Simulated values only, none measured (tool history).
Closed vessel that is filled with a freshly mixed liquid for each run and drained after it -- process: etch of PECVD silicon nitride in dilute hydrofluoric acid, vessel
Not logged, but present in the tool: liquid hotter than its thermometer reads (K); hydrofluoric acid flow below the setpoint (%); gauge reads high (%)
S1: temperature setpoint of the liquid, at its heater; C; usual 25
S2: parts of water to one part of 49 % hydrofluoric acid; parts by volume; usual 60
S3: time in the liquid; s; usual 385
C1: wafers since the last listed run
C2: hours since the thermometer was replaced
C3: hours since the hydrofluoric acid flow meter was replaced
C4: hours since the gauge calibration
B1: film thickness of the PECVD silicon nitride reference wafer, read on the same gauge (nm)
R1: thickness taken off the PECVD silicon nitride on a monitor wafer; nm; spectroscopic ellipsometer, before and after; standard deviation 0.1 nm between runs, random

run   hour    S1  S2   S3    C1      C2      C3     C4      B1     R1
  1      0    25  60  385     0  1029.1  2099.3  232.7  120.01  28.22
  2    7.7    25  60  385   707  1036.8    2107  240.4     120  28.19
  3   20.2    25  60  385  1148  1049.3  2119.5  252.9  120.03  28.31
  4   26.6    25  60  385   588  1055.7  2125.9  259.3  119.99  28.04
  5   38.9    25  70  385  1130    1068  2138.2  271.6  119.98  24.27
  6   56.6    25  70  385  1626  1085.7  2155.9  289.3     120  24.17
  7   70.3    25  60  385  1259  1099.4  2169.6    303     120  28.14
  8     78    25  60  385   707  1107.1  2177.3  310.7  119.99  28.37
  9   90.6    25  60  385  1158  1119.7  2189.9  323.3  120.03  28.27
 10    104    25  60  385  1231  1133.1  2203.3  336.7  120.03  28.23
 11  112.2    25  60  385   753  1141.3  2211.5  344.9  119.99  28.19
 12  121.1    25  60  385   818  1150.2  2220.4  353.8     120  28.25
 13  138.4    25  45  535  1590  1167.5  2237.7  371.1  120.01  51.88
 14  147.9    25  45  535   873    1177  2247.2  380.6  120.01  52.02
 15  156.5    25  75  470   790  1185.6  2255.8  389.2  120.02  27.66
 16  170.8    25  60  185  1314  1199.9  2270.1  403.5  120.01  13.51
 17  196.8    27  35  240  2389  1225.9  2296.1  429.5  120.01  34.05
 18  204.6    27  50  385   716  1233.7  2303.9  437.3  120.01  38.53
 19  222.7  20.5  70  385  1663  1251.8    2322  455.4  120.01  17.97
     227.8  -- hydrofluoric acid flow meter replaced
 20  231.3  22.5  70  190   698  1260.4     3.5    464  119.98  10.06
 21    239    25  85  240   707  1268.1    11.2  471.7     120  12.56
 22  252.5    25  60  385  1240  1281.6    24.7  485.2  119.97  28.18
     262.6  -- gauge calibrated
     272.1  -- thermometer replaced
 23  302.5    25  85  385  4503    30.4    74.7   39.9     120  20.08
 24    311  28.5  60  205   781    38.9    83.2   48.4  119.99     19
 25  324.7  20.5  70  385  1259    52.6    96.9   62.1  120.02  17.91
 26  339.4    25  40  385  1351    67.3   111.6   76.8  119.99  42.17
 27  348.8  22.5  30  385   863    76.7     121   86.2  119.99  46.84
 28  358.9    22  80  250   928    86.8   131.1   96.3  119.98  11.27
 29  365.6    25  80  385   615    93.5   137.8    103  119.99  21.21
 30  377.5    25  60  385  1093   105.4   149.7  114.9  120.02  28.26
 31  384.5  29.5  85  210   643   112.4   156.7  121.9  119.98  14.54
 32  432.6    25  60  385  4420   160.5   204.8    170  119.97  28.14
 33    442    25  70  585   863   169.9   214.2  179.4     120  36.84

Predict each of these 3 candidate next runs independently; none follows another, all start after run 33:
  A  442.8  27.5  60  385  73  170.7  215  180.2   ?   ?
  B  442.8  23.5  75  385  73  170.7  215  180.2   ?   ?
  C  442.8    27  60  215  73  170.7  215  180.2   ?   ?

run   B1     R1
  A  120  33.29
  B  120   20.5
  C  120  17.99
Without the tool's unlogged condition, the same runs would have read:
run     R1
  A  33.29
  B   20.5
  C  17.99
